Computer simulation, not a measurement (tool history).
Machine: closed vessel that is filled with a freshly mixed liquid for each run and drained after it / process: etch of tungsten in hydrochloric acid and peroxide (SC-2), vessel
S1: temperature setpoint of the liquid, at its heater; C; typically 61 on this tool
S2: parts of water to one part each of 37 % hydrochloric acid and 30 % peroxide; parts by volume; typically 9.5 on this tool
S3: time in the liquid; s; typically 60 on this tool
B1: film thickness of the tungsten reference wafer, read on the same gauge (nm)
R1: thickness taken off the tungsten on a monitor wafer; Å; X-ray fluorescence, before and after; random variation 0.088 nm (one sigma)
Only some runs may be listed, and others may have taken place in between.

| run | hour | S1 | S2 | S3 | B1 | R1 |
|---|---|---|---|---|---|---|
| 1 | 0 | 61 | 9.5 | 60 | 120 | 216.1 |
| 2 | 66.4 | 61 | 9.5 | 60 | 120.02 | 216.3 |
| 3 | 124.3 | 61 | 9.5 | 60 | 120.02 | 216.5 |
|  | 141.2 | new drum of peroxide connected |
| 4 | 185.3 | 58.5 | 9.5 | 85 | 119.94 | 269.1 |
| 5 | 212.2 | 61 | 9.5 | 60 | 120.01 | 222.2 |
| 6 | 264.9 | 61 | 9.5 | 60 | 120 | 221.5 |
| 7 | 289.6 | 61 | 11.5 | 60 | 120.04 | 188 |
|  | 307.7 | gauge calibrated |
| 8 | 323 | 61 | 11.5 | 60 | 119.98 | 187.8 |
| 9 | 366 | 66.5 | 9.5 | 60 | 119.99 | 312 |
|  | 380.9 | thermometer replaced |
| 10 | 437.4 | 61 | 5 | 75 | 120 | 448.9 |
| 11 | 474.8 | 69 | 7.5 | 60 | 120 | 432.5 |
| 12 | 512.1 | 61 | 9.5 | 60 | 119.98 | 220.6 |
|  | 523.6 | chemicals flow meter replaced |
| 13 | 565.1 | 67 | 11 | 85 | 119.98 | 389.5 |
| 14 | 601.2 | 54 | 7 | 80 | 120 | 234.8 |
| 15 | 634.3 | 61 | 9.5 | 60 | 119.99 | 216.7 |
| 16 | 700.9 | 61 | 9.5 | 80 | 119.98 | 286.4 |
| 17 | 764.9 | 67 | 9.5 | 85 | 119.98 | 438.6 |
| 18 | 904.8 | 65 | 5.5 | 90 | 120.01 | 631.2 |
| 19 | 965.4 | 67 | 12 | 35 | 120.04 | 147.9 |
| 20 | 1009.2 | 64 | 13 | 30 | 120.01 | 98.4 |
| 21 | 1047.2 | 55.5 | 6.5 | 80 | 119.97 | 273.3 |
|  | 1080.4 | new drum of peroxide connected |
| 22 | 1134 | 61 | 9.5 | 60 | 120.02 | 219.8 |
| 23 | 1231.8 | 68 | 14.5 | 40 | 120.03 | 156.4 |
| 24 | 1299.9 | 61 | 9.5 | 60 | 119.98 | 220.3 |
| 25 | 1338 | 65 | 11 | 85 | 120 | 351.5 |
| 26 | 1377.9 | 63.5 | 14 | 35 | 120 | 107.3 |
| 27 | 1440.9 | 61 | 9.5 | 60 | 120.01 | 220 |
| 28 | 1479.4 | 61 | 9.5 | 60 | 119.96 | 220.6 |
|  | 1509.1 | thermometer replaced |
| 29 | 1533.5 | 61 | 9.5 | 60 | 120.01 | 219.6 |
|  | 1584 | gauge calibrated |
| 30 | 1599.9 | 61 | 13.5 | 30 | 119.94 | 81.6 |

Forecast each of these 4 alternatives for the next run:
| A | 1600.6 | 61 | 9.5 | 35 | ? | ? |
| B | 1600.6 | 56.5 | 9.5 | 60 | ? | ? |
| C | 1600.6 | 63.5 | 11.5 | 30 | ? | ? |
| D | 1600.6 | 61 | 14 | 60 | ? | ? |

| run | B1 | R1 |
|---|---|---|
| A | 119.98 | 128.4 |
| B | 119.98 | 165.6 |
| C | 119.98 | 109.4 |
| D | 119.98 | 158.3 |
With the hidden condition removed and each run's random variation left untouched, the same runs would have given:
| run | R1 |
|---|---|
| A | 127.9 |
| B | 165 |
| C | 109 |
| D | 157.6 |
